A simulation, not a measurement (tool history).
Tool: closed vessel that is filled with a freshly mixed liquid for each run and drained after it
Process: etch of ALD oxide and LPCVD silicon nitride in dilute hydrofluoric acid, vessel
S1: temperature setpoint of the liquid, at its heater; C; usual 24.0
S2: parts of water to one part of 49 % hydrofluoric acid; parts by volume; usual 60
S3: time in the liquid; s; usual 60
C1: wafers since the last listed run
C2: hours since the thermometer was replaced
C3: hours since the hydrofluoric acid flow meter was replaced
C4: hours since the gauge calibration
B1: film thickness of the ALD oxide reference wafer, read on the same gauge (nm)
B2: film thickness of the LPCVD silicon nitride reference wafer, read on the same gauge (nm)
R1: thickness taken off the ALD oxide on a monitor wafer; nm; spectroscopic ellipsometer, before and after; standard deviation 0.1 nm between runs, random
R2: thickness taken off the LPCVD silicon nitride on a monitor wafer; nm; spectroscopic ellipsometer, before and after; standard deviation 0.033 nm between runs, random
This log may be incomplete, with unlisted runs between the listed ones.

run 1 hour=0.0 | S1=24.0 S2=60 S3=60 | C1=0 C2=187.1 C3=784.1 C4=1298.1 | B1=79.98 B2=59.981 | R1=19.21 R2=0.483
run 2 hour=66.5 | S1=24.0 S2=60 S3=60 | C1=9278 C2=253.6 C3=850.6 C4=1364.6 | B1=80.01 B2=59.976 | R1=19.19 R2=0.503
run 3 hour=153.5 | S1=24.0 S2=75 S3=60 | C1=12139 C2=340.6 C3=937.6 C4=1451.6 | B1=80.00 B2=60.020 | R1=14.96 R2=0.346
run 4 hour=238.9 | S1=24.0 S2=75 S3=60 | C1=11916 C2=426.0 C3=1023.0 C4=1537.0 | B1=80.01 B2=59.978 | R1=14.97 R2=0.432
run 5 hour=343.2 | S1=22.5 S2=40 S3=60 | C1=14553 C2=530.3 C3=1127.3 C4=1641.3 | B1=80.00 B2=59.990 | R1=27.66 R2=0.662
run 6 hour=447.6 | S1=22.5 S2=40 S3=60 | C1=14567 C2=634.7 C3=1231.7 C4=1745.7 | B1=80.00 B2=59.984 | R1=27.33 R2=0.708
run 7 hour=512.4 | S1=22.5 S2=40 S3=60 | C1=9041 C2=699.5 C3=1296.5 C4=1810.5 | B1=80.01 B2=59.995 | R1=27.76 R2=0.710
run 8 hour=592.4 | S1=24.0 S2=60 S3=60 | C1=11162 C2=779.5 C3=1376.5 C4=1890.5 | B1=80.02 B2=60.000 | R1=18.96 R2=0.480
-- hour=605.8 gauge calibrated
run 9 hour=633.7 | S1=24.0 S2=60 S3=60 | C1=5762 C2=820.8 C3=1417.8 C4=27.9 | B1=80.01 B2=60.023 | R1=19.00 R2=0.523
run 10 hour=714.1 | S1=24.0 S2=60 S3=60 | C1=11218 C2=901.2 C3=1498.2 C4=108.3 | B1=79.98 B2=59.994 | R1=19.14 R2=0.567
run 11 hour=751.6 | S1=24.0 S2=60 S3=60 | C1=5232 C2=938.7 C3=1535.7 C4=145.8 | B1=80.02 B2=60.008 | R1=19.09 R2=0.510
run 12 hour=792.6 | S1=22.5 S2=40 S3=60 | C1=5720 C2=979.7 C3=1576.7 C4=186.8 | B1=80.00 B2=60.001 | R1=27.50 R2=0.713
run 13 hour=871.9 | S1=20.5 S2=35 S3=45 | C1=11064 C2=1059.0 C3=1656.0 C4=266.1 | B1=79.99 B2=60.009 | R1=22.10 R2=0.508
-- hour=882.4 hydrofluoric acid flow meter replaced
run 14 hour=942.8 | S1=20.5 S2=35 S3=45 | C1=9753 C2=1129.9 C3=60.4 C4=337.0 | B1=80.02 B2=60.008 | R1=21.83 R2=0.451
run 15 hour=1027.7 | S1=24.0 S2=60 S3=90 | C1=11846 C2=1214.8 C3=145.3 C4=421.9 | B1=80.00 B2=60.020 | R1=28.75 R2=0.737
-- hour=1177.6 thermometer replaced
run 16 hour=1282.9 | S1=26.0 S2=40 S3=95 | C1=35469 C2=105.3 C3=400.5 C4=677.1 | B1=80.00 B2=60.012 | R1=50.25 R2=1.512
run 17 hour=1369.3 | S1=19.0 S2=70 S3=80 | C1=12055 C2=191.7 C3=486.9 C4=763.5 | B1=80.01 B2=60.018 | R1=17.73 R2=0.431
run 18 hour=1435.0 | S1=24.0 S2=60 S3=60 | C1=9167 C2=257.4 C3=552.6 C4=829.2 | B1=80.00 B2=60.008 | R1=19.11 R2=0.513
run 19 hour=1523.0 | S1=21.0 S2=40 S3=80 | C1=12278 C2=345.4 C3=640.6 C4=917.2 | B1=80.00 B2=60.014 | R1=34.60 R2=0.724
run 20 hour=1607.9 | S1=19.5 S2=70 S3=60 | C1=11846 C2=430.3 C3=725.5 C4=1002.1 | B1=80.00 B2=59.997 | R1=13.42 R2=0.336
run 21 hour=1706.5 | S1=24.0 S2=60 S3=35 | C1=13757 C2=528.9 C3=824.1 C4=1100.7 | B1=79.97 B2=59.979 | R1=11.07 R2=0.300
run 22 hour=1786.8 | S1=24.0 S2=60 S3=40 | C1=11204 C2=609.2 C3=904.4 C4=1181.0 | B1=79.99 B2=59.988 | R1=12.77 R2=0.347

3 ways to go on from here, each from the tool as it stands after run 22. What would each give?
run A hour=1787.5 | S1=24.0 S2=60 S3=60 | C1=97 C2=609.9 C3=905.1 C4=1181.7 | B1=? B2=? | R1=? R2=?
run B hour=1787.5 | S1=27.5 S2=60 S3=60 | C1=97 C2=609.9 C3=905.1 C4=1181.7 | B1=? B2=? | R1=? R2=?
run C hour=1787.5 | S1=27.0 S2=75 S3=45 | C1=97 C2=609.9 C3=905.1 C4=1181.7 | B1=? B2=? | R1=? R2=?

run=A B1=79.99 B2=59.971 R1=19.10 R2=0.578
run=B B1=79.99 B2=59.971 R1=21.99 R2=0.729
run=C B1=79.99 B2=59.971 R1=12.67 R2=0.424
Without the tool's hidden state the same runs would have given:
run=A R1=19.10 R2=0.578
run=B R1=21.99 R2=0.729
run=C R1=12.67 R2=0.424

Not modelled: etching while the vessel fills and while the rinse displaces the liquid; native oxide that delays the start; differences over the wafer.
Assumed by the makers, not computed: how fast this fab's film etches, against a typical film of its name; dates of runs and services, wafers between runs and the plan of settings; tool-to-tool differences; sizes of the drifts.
